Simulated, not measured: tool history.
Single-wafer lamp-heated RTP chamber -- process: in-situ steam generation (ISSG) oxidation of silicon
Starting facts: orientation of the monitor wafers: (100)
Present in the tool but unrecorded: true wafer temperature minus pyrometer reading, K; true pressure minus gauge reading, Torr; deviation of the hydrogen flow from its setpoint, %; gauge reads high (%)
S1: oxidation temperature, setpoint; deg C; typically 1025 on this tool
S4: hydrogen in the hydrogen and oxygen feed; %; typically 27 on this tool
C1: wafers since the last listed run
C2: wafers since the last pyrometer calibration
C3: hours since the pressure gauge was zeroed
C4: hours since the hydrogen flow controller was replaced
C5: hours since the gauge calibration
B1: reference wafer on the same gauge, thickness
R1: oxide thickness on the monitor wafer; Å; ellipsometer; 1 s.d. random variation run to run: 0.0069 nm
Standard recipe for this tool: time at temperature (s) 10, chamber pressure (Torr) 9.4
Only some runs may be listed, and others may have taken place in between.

{"run": 1, "hour": 0.0, "S1": 1037, "time at temperature (s)": 10, "chamber pressure (Torr)": 9.4, "S4": 27, "C1": 0, "C2": 1159, "C3": 3907.9, "C4": 4437.7, "C5": 197.1, "B1": 4.982, "R1": 49.03}
{"run": 2, "hour": 12.1, "S1": 1037, "time at temperature (s)": 10, "chamber pressure (Torr)": 9.4, "S4": 27, "C1": 92, "C2": 1252, "C3": 3920.0, "C4": 4449.8, "C5": 209.2, "B1": 4.98, "R1": 48.83}
{"run": 3, "hour": 25.2, "S1": 1040, "time at temperature (s)": 7, "chamber pressure (Torr)": 9.4, "S4": 27, "C1": 100, "C2": 1352, "C3": 3933.1, "C4": 4462.9, "C5": 222.3, "B1": 4.982, "R1": 42.06}
{"run": 4, "hour": 42.9, "S1": 1040, "time at temperature (s)": 7, "chamber pressure (Torr)": 9.4, "S4": 27, "C1": 135, "C2": 1487, "C3": 3950.8, "C4": 4480.6, "C5": 240.0, "B1": 4.978, "R1": 42.07}
{"run": 5, "hour": 63.3, "S1": 1016, "time at temperature (s)": 10, "chamber pressure (Torr)": 9.4, "S4": 27, "C1": 156, "C2": 1644, "C3": 3971.2, "C4": 4501.0, "C5": 260.4, "B1": 4.981, "R1": 45.0}
{"hour": 64.8, "done": "gauge calibrated"}
{"run": 6, "hour": 74.2, "S1": 1016, "time at temperature (s)": 10, "chamber pressure (Torr)": 9.4, "S4": 27, "C1": 83, "C2": 1727, "C3": 3982.1, "C4": 4511.9, "C5": 9.4, "B1": 4.98, "R1": 45.11}
{"run": 7, "hour": 81.4, "S1": 1016, "time at temperature (s)": 10, "chamber pressure (Torr)": 9.4, "S4": 27, "C1": 55, "C2": 1782, "C3": 3989.3, "C4": 4519.1, "C5": 16.6, "B1": 4.981, "R1": 45.07}
{"run": 8, "hour": 89.8, "S1": 1025, "time at temperature (s)": 10, "chamber pressure (Torr)": 9.4, "S4": 32, "C1": 64, "C2": 1847, "C3": 3997.7, "C4": 4527.5, "C5": 25.0, "B1": 4.979, "R1": 48.76}
{"run": 9, "hour": 105.7, "S1": 1025, "time at temperature (s)": 10, "chamber pressure (Torr)": 9.4, "S4": 32, "C1": 121, "C2": 1968, "C3": 4013.6, "C4": 4543.4, "C5": 40.9, "B1": 4.982, "R1": 48.75}
{"run": 10, "hour": 117.9, "S1": 1025, "time at temperature (s)": 10, "chamber pressure (Torr)": 9.4, "S4": 27, "C1": 93, "C2": 2062, "C3": 4025.8, "C4": 4555.6, "C5": 53.1, "B1": 4.979, "R1": 46.56}
{"run": 11, "hour": 128.9, "S1": 1025, "time at temperature (s)": 10, "chamber pressure (Torr)": 9.4, "S4": 27, "C1": 84, "C2": 2146, "C3": 4036.8, "C4": 4566.6, "C5": 64.1, "B1": 4.978, "R1": 46.64}
{"run": 12, "hour": 181.3, "S1": 1025, "time at temperature (s)": 10, "chamber pressure (Torr)": 8.2, "S4": 27, "C1": 401, "C2": 2547, "C3": 4089.2, "C4": 4619.0, "C5": 116.5, "B1": 4.979, "R1": 47.61}
{"hour": 198.5, "done": "hydrogen flow controller replaced"}
{"hour": 204.4, "done": "pyrometer window cleaned and pyrometer calibrated"}
{"run": 13, "hour": 204.9, "S1": 1025, "time at temperature (s)": 10, "chamber pressure (Torr)": 8.2, "S4": 27, "C1": 74, "C2": 3, "C3": 4112.8, "C4": 6.4, "C5": 140.1, "B1": 4.98, "R1": 47.03}
{"run": 14, "hour": 205.2, "S1": 1025, "time at temperature (s)": 10, "chamber pressure (Torr)": 8.2, "S4": 27, "C1": 2, "C2": 6, "C3": 4113.1, "C4": 6.7, "C5": 140.4, "B1": 4.981, "R1": 47.15}
{"run": 15, "hour": 214.4, "S1": 1025, "time at temperature (s)": 9, "chamber pressure (Torr)": 9.4, "S4": 27, "C1": 70, "C2": 76, "C3": 4122.3, "C4": 15.9, "C5": 149.6, "B1": 4.979, "R1": 44.16}
{"run": 16, "hour": 228.1, "S1": 1014, "time at temperature (s)": 12, "chamber pressure (Torr)": 9.4, "S4": 32, "C1": 104, "C2": 181, "C3": 4136.0, "C4": 29.6, "C5": 163.3, "B1": 4.981, "R1": 50.19}
{"run": 17, "hour": 243.3, "S1": 1016, "time at temperature (s)": 10, "chamber pressure (Torr)": 9.4, "S4": 27, "C1": 116, "C2": 298, "C3": 4151.2, "C4": 44.8, "C5": 178.5, "B1": 4.981, "R1": 44.76}
{"run": 18, "hour": 260.0, "S1": 1006, "time at temperature (s)": 8, "chamber pressure (Torr)": 9.4, "S4": 32, "C1": 127, "C2": 425, "C3": 4167.9, "C4": 61.5, "C5": 195.2, "B1": 4.979, "R1": 41.33}
{"hour": 268.7, "done": "pressure gauge zeroed"}
{"run": 19, "hour": 272.5, "S1": 1006, "time at temperature (s)": 10, "chamber pressure (Torr)": 8.7, "S4": 27, "C1": 34, "C2": 460, "C3": 3.8, "C4": 74.0, "C5": 207.7, "B1": 4.982, "R1": 43.83}
{"run": 20, "hour": 289.0, "S1": 1025, "time at temperature (s)": 9, "chamber pressure (Torr)": 9.4, "S4": 27, "C1": 126, "C2": 586, "C3": 20.3, "C4": 90.5, "C5": 224.2, "B1": 4.982, "R1": 44.34}
{"run": 21, "hour": 299.9, "S1": 1025, "time at temperature (s)": 10, "chamber pressure (Torr)": 9.4, "S4": 27, "C1": 83, "C2": 670, "C3": 31.2, "C4": 101.4, "C5": 235.1, "B1": 4.981, "R1": 46.51}
{"hour": 322.5, "done": "gauge calibrated"}
{"run": 22, "hour": 347.9, "S1": 1025, "time at temperature (s)": 10, "chamber pressure (Torr)": 9.4, "S4": 27, "C1": 367, "C2": 1037, "C3": 79.2, "C4": 149.4, "C5": 25.4, "B1": 4.983, "R1": 46.6}
{"run": 23, "hour": 355.3, "S1": 1010, "time at temperature (s)": 10, "chamber pressure (Torr)": 8.7, "S4": 27, "C1": 56, "C2": 1094, "C3": 86.6, "C4": 156.8, "C5": 32.8, "B1": 4.983, "R1": 44.59}
{"run": 24, "hour": 365.4, "S1": 1025, "time at temperature (s)": 10, "chamber pressure (Torr)": 9.4, "S4": 21, "C1": 77, "C2": 1171, "C3": 96.7, "C4": 166.9, "C5": 42.9, "B1": 4.98, "R1": 43.63}
{"run": 25, "hour": 380.0, "S1": 1025, "time at temperature (s)": 14, "chamber pressure (Torr)": 9.4, "S4": 27, "C1": 111, "C2": 1283, "C3": 111.3, "C4": 181.5, "C5": 57.5, "B1": 4.981, "R1": 54.27}
{"run": 26, "hour": 387.0, "S1": 1025, "time at temperature (s)": 10, "chamber pressure (Torr)": 10.1, "S4": 18, "C1": 53, "C2": 1337, "C3": 118.3, "C4": 188.5, "C5": 64.5, "B1": 4.98, "R1": 41.64}
{"run": 27, "hour": 404.5, "S1": 1025, "time at temperature (s)": 10, "chamber pressure (Torr)": 9.4, "S4": 27, "C1": 134, "C2": 1471, "C3": 135.8, "C4": 206.0, "C5": 82.0, "B1": 4.978, "R1": 46.59}
{"run": 28, "hour": 413.8, "S1": 1007, "time at temperature (s)": 6, "chamber pressure (Torr)": 10.2, "S4": 23, "C1": 71, "C2": 1542, "C3": 145.1, "C4": 215.3, "C5": 91.3, "B1": 4.978, "R1": 33.22}
{"run": 29, "hour": 429.1, "S1": 1020, "time at temperature (s)": 7, "chamber pressure (Torr)": 9.4, "S4": 27, "C1": 117, "C2": 1659, "C3": 160.4, "C4": 230.6, "C5": 106.6, "B1": 4.981, "R1": 39.12}
{"run": 30, "hour": 446.4, "S1": 1009, "time at temperature (s)": 10, "chamber pressure (Torr)": 8.4, "S4": 32, "C1": 132, "C2": 1791, "C3": 177.7, "C4": 247.9, "C5": 123.9, "B1": 4.98, "R1": 46.81}

Consider 4 possible next runs. They are alternatives, not a sequence: every one starts from the tool as it was left by run 30. What does each give?
{"run": "A", "hour": 446.8, "S1": 1025, "time at temperature (s)": 10, "chamber pressure (Torr)": 9.4, "S4": 27, "C1": 3, "C2": 1795, "C3": 178.1, "C4": 248.3, "C5": 124.3, "B1": "?", "R1": "?"}
{"run": "B", "hour": 446.8, "S1": 1025, "time at temperature (s)": 10, "chamber pressure (Torr)": 9.0, "S4": 27, "C1": 3, "C2": 1795, "C3": 178.1, "C4": 248.3, "C5": 124.3, "B1": "?", "R1": "?"}
{"run": "C", "hour": 446.8, "S1": 1019, "time at temperature (s)": 12, "chamber pressure (Torr)": 10.2, "S4": 27, "C1": 3, "C2": 1795, "C3": 178.1, "C4": 248.3, "C5": 124.3, "B1": "?", "R1": "?"}
{"run": "D", "hour": 446.8, "S1": 1031, "time at temperature (s)": 10, "chamber pressure (Torr)": 8.6, "S4": 27, "C1": 3, "C2": 1795, "C3": 178.1, "C4": 248.3, "C5": 124.3, "B1": "?", "R1": "?"}

run=A B1=4.981 R1=46.70
run=B B1=4.981 R1=47.04
run=C B1=4.981 R1=48.59
run=D B1=4.981 R1=48.48
The same runs, with their run-to-run variation unchanged, on a tool lacking any hidden condition would have given:
run=A R1=46.13
run=B R1=46.47
run=C R1=47.99
run=D R1=47.86
